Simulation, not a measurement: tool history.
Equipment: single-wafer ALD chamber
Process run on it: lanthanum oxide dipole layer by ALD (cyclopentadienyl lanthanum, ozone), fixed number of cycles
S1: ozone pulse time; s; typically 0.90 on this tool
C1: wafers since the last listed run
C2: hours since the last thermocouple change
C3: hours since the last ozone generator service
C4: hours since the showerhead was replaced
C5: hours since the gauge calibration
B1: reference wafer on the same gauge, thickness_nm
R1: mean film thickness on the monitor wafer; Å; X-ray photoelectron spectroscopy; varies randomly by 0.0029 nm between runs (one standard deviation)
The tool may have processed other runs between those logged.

run   hour    S1   C1      C2     C3      C4     C5     B1    R1
  1    0.0  0.90    0  2037.8  727.9  6034.0  120.4  0.565  4.63
  2    8.1  0.90  107  2045.9  736.0  6042.1  128.5  0.566  4.57
  3   18.7  0.90  140  2056.5  746.6  6052.7  139.1  0.565  4.56
  4   25.0  0.90   83  2062.8  752.9  6059.0  145.4  0.564  4.57
  5   33.4  0.90  111  2071.2  761.3  6067.4  153.8  0.566  4.56
  6   43.7  0.90  136  2081.5  771.6  6077.7  164.1  0.567  4.53
  7   56.3  0.90  167  2094.1  784.2  6090.3  176.7  0.565  4.49
  8   89.0  0.90  434  2126.8  816.9  6123.0  209.4  0.565  4.49
  9   99.2  0.90  135  2137.0  827.1  6133.2  219.6  0.564  4.51
 10  114.0  1.10  196  2151.8  841.9  6148.0  234.4  0.563  4.77
 11  126.2  1.10  162  2164.0  854.1  6160.2  246.6  0.565  4.75
 12  135.2  0.90  119  2173.0  863.1  6169.2  255.6  0.566  4.41
 13  142.5  0.90   97  2180.3  870.4  6176.5  262.9  0.563  4.42
     159.8  -- thermocouple changed; heater temperature recalibrated
 14  160.3  0.90  130     0.5  888.2  6194.3  280.7  0.565  4.36
 15  167.4  0.90   94     7.6  895.3  6201.4  287.8  0.565  4.37
 16  182.2  0.90  196    22.4  910.1  6216.2  302.6  0.565  4.34
 17  200.1  0.90  237    40.3  928.0  6234.1  320.5  0.565  4.31
 18  214.4  0.90  190    54.6  942.3  6248.4  334.8  0.565  4.33
 19  229.3  1.26  198    69.5  957.2  6263.3  349.7  0.564  4.85
 20  242.5  1.25  175    82.7  970.4  6276.5  362.9  0.565  4.78
 21  250.5  0.90  106    90.7  978.4  6284.5  370.9  0.564  4.20
 22  263.4  1.17  171   103.6  991.3  6297.4  383.8  0.565  4.63
     276.9  -- ozone generator serviced
     300.7  -- gauge calibrated
 23  312.7  1.14  549   152.9   35.8  6346.7   12.0  0.564  5.24
     325.6  -- showerhead replaced
 24  326.1  1.16   71   166.3   49.2     0.5   25.4  0.566  5.28
 25  342.3  1.07  215   182.5   65.4    16.7   41.6  0.564  5.20
 26  353.6  0.65  150   193.8   76.7    28.0   52.9  0.564  4.38
 27  361.7  0.90  107   201.9   84.8    36.1   61.0  0.564  4.91
 28  379.6  0.60  237   219.8  102.7    54.0   78.9  0.565  4.36
 29  424.4  0.79  595   264.6  147.5    98.8  123.7  0.567  4.70
 30  437.7  0.63  176   277.9  160.8   112.1  137.0  0.565  4.43
 31  451.9  1.21  188   292.1  175.0   126.3  151.2  0.565  5.29
 32  466.0  1.06  187   306.2  189.1   140.4  165.3  0.564  5.06

Below, some changes in R1 between adjacent runs. For each, the amount present without the hidden state too (settings, incoming material, random variation) and the amount remaining for the hidden state with gauge scatter not shared by both compared results:
Hidden conditions of the tool in this case: wafer temperature above the value expected at the setpoint (K); ozone dose above that of a generator just serviced (%); gauge reads high (%).
Run 18 -> 19: S1 0.90 -> 1.26. R1 +0.52 Å: hidden state +0.10, all else +0.42.
Run 20 -> 21: S1 1.25 -> 0.90. R1 -0.58 Å: hidden state -0.14, all else -0.44.
Run 22 -> 23: S1 1.17 -> 1.14, ozone generator serviced, gauge calibrated. R1 +0.61 Å: hidden state +0.64, all else -0.03.
Run 25 -> 26: S1 1.07 -> 0.65. R1 -0.82 Å: hidden state -0.01, all else -0.81.
Run 30 -> 31: S1 0.63 -> 1.21. R1 +0.86 Å: hidden state +0.01, all else +0.85.
